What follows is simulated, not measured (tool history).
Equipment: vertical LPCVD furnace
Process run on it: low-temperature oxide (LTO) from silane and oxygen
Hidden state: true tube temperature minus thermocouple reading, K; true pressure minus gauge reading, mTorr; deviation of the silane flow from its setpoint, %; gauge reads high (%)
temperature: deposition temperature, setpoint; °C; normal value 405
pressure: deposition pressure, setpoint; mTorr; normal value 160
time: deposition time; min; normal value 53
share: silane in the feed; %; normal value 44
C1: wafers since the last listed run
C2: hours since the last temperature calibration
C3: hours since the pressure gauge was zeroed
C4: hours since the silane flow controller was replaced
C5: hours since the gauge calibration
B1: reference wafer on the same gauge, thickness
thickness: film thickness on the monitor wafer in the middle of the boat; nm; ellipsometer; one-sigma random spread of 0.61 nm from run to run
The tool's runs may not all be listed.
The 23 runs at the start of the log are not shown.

Run 24, day 17.421: usual settings but temperature 408 °C, pressure 195 mTorr, share 37 %; C1 171; C2 218.7; C3 23; C4 157.2; C5 186.2; B1 331.05. Result: thickness 421.73 nm.
Run 25, day 17.783: usual settings but temperature 410 °C, time 69.5 min; C1 149; C2 227.4; C3 31.7; C4 165.9; C5 194.9; B1 331.08. Result: thickness 562.53 nm.
Run 26, day 18.525: usual settings; C1 305; C2 245.2; C3 49.5; C4 183.7; C5 212.7; B1 331.08. Result: thickness 408.39 nm.
Run 27, day 19.083: usual settings; C1 230; C2 258.6; C3 62.9; C4 197.1; C5 226.1; B1 330.93. Result: thickness 408.9 nm.
Run 28, day 19.954: usual settings; C1 359; C2 279.5; C3 83.8; C4 218; C5 247; B1 330.87. Result: thickness 408.86 nm.
Run 29, day 20.75: usual settings but temperature 398 °C, time 34 min; C1 328; C2 298.6; C3 102.9; C4 237.1; C5 266.1; B1 331.1. Result: thickness 243.26 nm.
Run 30, day 21.467: usual settings but temperature 398 °C, share 40 %; C1 295; C2 315.8; C3 120.1; C4 254.3; C5 283.3; B1 330.96. Result: thickness 340.56 nm.
Run 31, day 21.838: usual settings; C1 152; C2 324.7; C3 129; C4 263.2; C5 292.2; B1 331.1. Result: thickness 409.04 nm.

Below are 4 alternative next runs, each starting from the tool's condition after run 31. Predict each:
Run A, day 22.058: usual settings but temperature 401 °C; C1 91; C2 330; C3 134.3; C4 268.5; C5 297.5; B1 ?. Result: thickness ?.
Run B, day 22.058: usual settings but time 44 min, share 49 %; C1 91; C2 330; C3 134.3; C4 268.5; C5 297.5; B1 ?. Result: thickness ?.
Run C, day 22.058: usual settings but temperature 395 °C; C1 91; C2 330; C3 134.3; C4 268.5; C5 297.5; B1 ?. Result: thickness ?.
Run D, day 22.058: usual settings but temperature 409 °C, time 42 min; C1 91; C2 330; C3 134.3; C4 268.5; C5 297.5; B1 ?. Result: thickness ?.

run      B1  thickness
  A  330.94     391.68
  B  330.94     375.62
  C  330.94     367.16
  D  330.94     337.52
Without the tool's unlogged condition, the same runs would have read:
run  thickness
  A      393.2
  B     377.08
  C     368.58
  D     338.83
